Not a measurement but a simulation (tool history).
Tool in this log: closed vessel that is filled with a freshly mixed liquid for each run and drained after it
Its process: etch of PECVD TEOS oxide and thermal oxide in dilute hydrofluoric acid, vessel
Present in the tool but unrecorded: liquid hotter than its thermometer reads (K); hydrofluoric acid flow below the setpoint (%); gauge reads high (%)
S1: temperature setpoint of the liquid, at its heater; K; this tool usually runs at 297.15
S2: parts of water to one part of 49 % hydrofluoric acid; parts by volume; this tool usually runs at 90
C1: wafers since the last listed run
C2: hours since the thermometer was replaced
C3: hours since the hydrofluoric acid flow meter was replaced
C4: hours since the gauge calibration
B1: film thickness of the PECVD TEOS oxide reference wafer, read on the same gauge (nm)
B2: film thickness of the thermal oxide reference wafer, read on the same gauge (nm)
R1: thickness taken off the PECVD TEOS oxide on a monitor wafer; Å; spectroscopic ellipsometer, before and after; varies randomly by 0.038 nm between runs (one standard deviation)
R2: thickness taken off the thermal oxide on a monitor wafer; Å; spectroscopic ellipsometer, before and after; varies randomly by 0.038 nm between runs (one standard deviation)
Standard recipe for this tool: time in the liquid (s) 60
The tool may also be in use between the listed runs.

run 1 hour=0.0 | S1=297.15 S2=90 time_in_the_liquid_(s)=35 | C1=0 C2=197.5 C3=1376.5 C4=1201.3 | B1=60.00 B2=139.990 | R1=36.2 R2=18.82
run 2 hour=38.4 | S1=297.15 S2=90 time_in_the_liquid_(s)=35 | C1=4024 C2=235.9 C3=1414.9 C4=1239.7 | B1=59.99 B2=139.997 | R1=36.3 R2=18.51
run 3 hour=80.3 | S1=297.15 S2=100 time_in_the_liquid_(s)=75 | C1=4391 C2=277.8 C3=1456.8 C4=1281.6 | B1=59.99 B2=139.984 | R1=68.5 R2=35.06
run 4 hour=107.2 | S1=297.15 S2=100 time_in_the_liquid_(s)=75 | C1=2819 C2=304.7 C3=1483.7 C4=1308.5 | B1=60.00 B2=139.981 | R1=68.7 R2=36.33
run 5 hour=164.0 | S1=296.15 S2=90 time_in_the_liquid_(s)=60 | C1=5953 C2=361.5 C3=1540.5 C4=1365.3 | B1=60.01 B2=139.976 | R1=59.2 R2=30.77
run 6 hour=223.2 | S1=296.15 S2=90 time_in_the_liquid_(s)=60 | C1=6204 C2=420.7 C3=1599.7 C4=1424.5 | B1=59.99 B2=140.036 | R1=59.6 R2=30.30
run 7 hour=277.4 | S1=296.15 S2=90 time_in_the_liquid_(s)=60 | C1=5680 C2=474.9 C3=1653.9 C4=1478.7 | B1=60.00 B2=139.992 | R1=59.1 R2=30.38
run 8 hour=305.6 | S1=297.15 S2=90 time_in_the_liquid_(s)=60 | C1=2955 C2=503.1 C3=1682.1 C4=1506.9 | B1=59.99 B2=139.969 | R1=61.0 R2=30.96
run 9 hour=349.6 | S1=297.15 S2=90 time_in_the_liquid_(s)=60 | C1=4611 C2=547.1 C3=1726.1 C4=1550.9 | B1=59.97 B2=139.954 | R1=61.0 R2=31.59
run 10 hour=397.7 | S1=297.15 S2=125 time_in_the_liquid_(s)=50 | C1=5041 C2=595.2 C3=1774.2 C4=1599.0 | B1=60.00 B2=139.961 | R1=34.8 R2=18.00
-- hour=408.1 gauge calibrated
run 11 hour=469.0 | S1=297.15 S2=120 time_in_the_liquid_(s)=35 | C1=7472 C2=666.5 C3=1845.5 C4=60.9 | B1=60.01 B2=139.988 | R1=25.7 R2=13.57
run 12 hour=677.4 | S1=297.15 S2=90 time_in_the_liquid_(s)=60 | C1=21842 C2=874.9 C3=2053.9 C4=269.3 | B1=59.99 B2=139.975 | R1=60.9 R2=31.10
-- hour=732.3 hydrofluoric acid flow meter replaced
run 13 hour=734.1 | S1=297.15 S2=70 time_in_the_liquid_(s)=60 | C1=5837 C2=931.6 C3=1.8 C4=326.0 | B1=60.00 B2=140.010 | R1=85.5 R2=44.55
-- hour=753.0 thermometer replaced
run 14 hour=789.8 | S1=297.15 S2=70 time_in_the_liquid_(s)=85 | C1=5733 C2=36.8 C3=57.5 C4=381.7 | B1=59.98 B2=140.010 | R1=120.8 R2=62.71
run 15 hour=831.4 | S1=297.15 S2=60 time_in_the_liquid_(s)=50 | C1=4360 C2=78.4 C3=99.1 C4=423.3 | B1=59.99 B2=140.051 | R1=83.9 R2=43.48
run 16 hour=876.6 | S1=297.15 S2=60 time_in_the_liquid_(s)=50 | C1=4737 C2=123.6 C3=144.3 C4=468.5 | B1=60.00 B2=139.935 | R1=83.3 R2=43.38
run 17 hour=996.1 | S1=297.15 S2=90 time_in_the_liquid_(s)=60 | C1=12524 C2=243.1 C3=263.8 C4=588.0 | B1=59.99 B2=140.009 | R1=64.9 R2=32.69
run 18 hour=1046.2 | S1=294.65 S2=110 time_in_the_liquid_(s)=60 | C1=5250 C2=293.2 C3=313.9 C4=638.1 | B1=59.99 B2=140.042 | R1=46.7 R2=23.97
run 19 hour=1078.3 | S1=300.15 S2=45 time_in_the_liquid_(s)=90 | C1=3364 C2=325.3 C3=346.0 C4=670.2 | B1=60.01 B2=140.008 | R1=229.6 R2=116.06
run 20 hour=1107.6 | S1=292.15 S2=90 time_in_the_liquid_(s)=40 | C1=3070 C2=354.6 C3=375.3 C4=699.5 | B1=60.00 B2=139.985 | R1=34.6 R2=17.77
run 21 hour=1145.6 | S1=300.15 S2=90 time_in_the_liquid_(s)=60 | C1=3982 C2=392.6 C3=413.3 C4=737.5 | B1=60.00 B2=139.962 | R1=72.0 R2=36.94
run 22 hour=1188.0 | S1=297.15 S2=90 time_in_the_liquid_(s)=60 | C1=4443 C2=435.0 C3=455.7 C4=779.9 | B1=60.01 B2=139.980 | R1=64.1 R2=33.25
run 23 hour=1221.4 | S1=293.15 S2=100 time_in_the_liquid_(s)=40 | C1=3500 C2=468.4 C3=489.1 C4=813.3 | B1=59.98 B2=139.972 | R1=32.2 R2=16.33
run 24 hour=1270.8 | S1=297.15 S2=110 time_in_the_liquid_(s)=90 | C1=5177 C2=517.8 C3=538.5 C4=862.7 | B1=60.01 B2=140.035 | R1=76.0 R2=40.19
run 25 hour=1312.5 | S1=293.65 S2=75 time_in_the_liquid_(s)=85 | C1=4370 C2=559.5 C3=580.2 C4=904.4 | B1=60.00 B2=139.951 | R1=96.9 R2=48.95
run 26 hour=1338.8 | S1=294.15 S2=90 time_in_the_liquid_(s)=60 | C1=2756 C2=585.8 C3=606.5 C4=930.7 | B1=60.01 B2=140.047 | R1=56.4 R2=28.65

Alternative continuations, all from the tool just after run 26; predict every row:
run A hour=1339.5 | S1=297.15 S2=90 time_in_the_liquid_(s)=60 | C1=73 C2=586.5 C3=607.2 C4=931.4 | B1=? B2=? | R1=? R2=?
run B hour=1339.5 | S1=299.15 S2=90 time_in_the_liquid_(s)=60 | C1=73 C2=586.5 C3=607.2 C4=931.4 | B1=? B2=? | R1=? R2=?
run C hour=1339.5 | S1=297.15 S2=90 time_in_the_liquid_(s)=40 | C1=73 C2=586.5 C3=607.2 C4=931.4 | B1=? B2=? | R1=? R2=?
run D hour=1339.5 | S1=297.15 S2=125 time_in_the_liquid_(s)=75 | C1=73 C2=586.5 C3=607.2 C4=931.4 | B1=? B2=? | R1=? R2=?

run=A B1=59.99 B2=139.988 R1=63.4 R2=33.32
run=B B1=59.99 B2=139.988 R1=68.7 R2=36.06
run=C B1=59.99 B2=139.988 R1=42.3 R2=22.21
run=D B1=59.99 B2=139.988 R1=54.7 R2=28.71
The same runs, with their run-to-run variation unchanged, on a tool lacking any hidden condition would have given:
run=A R1=65.5 R2=34.41
run=B R1=70.9 R2=37.25
run=C R1=43.7 R2=22.94
run=D R1=56.5 R2=29.68
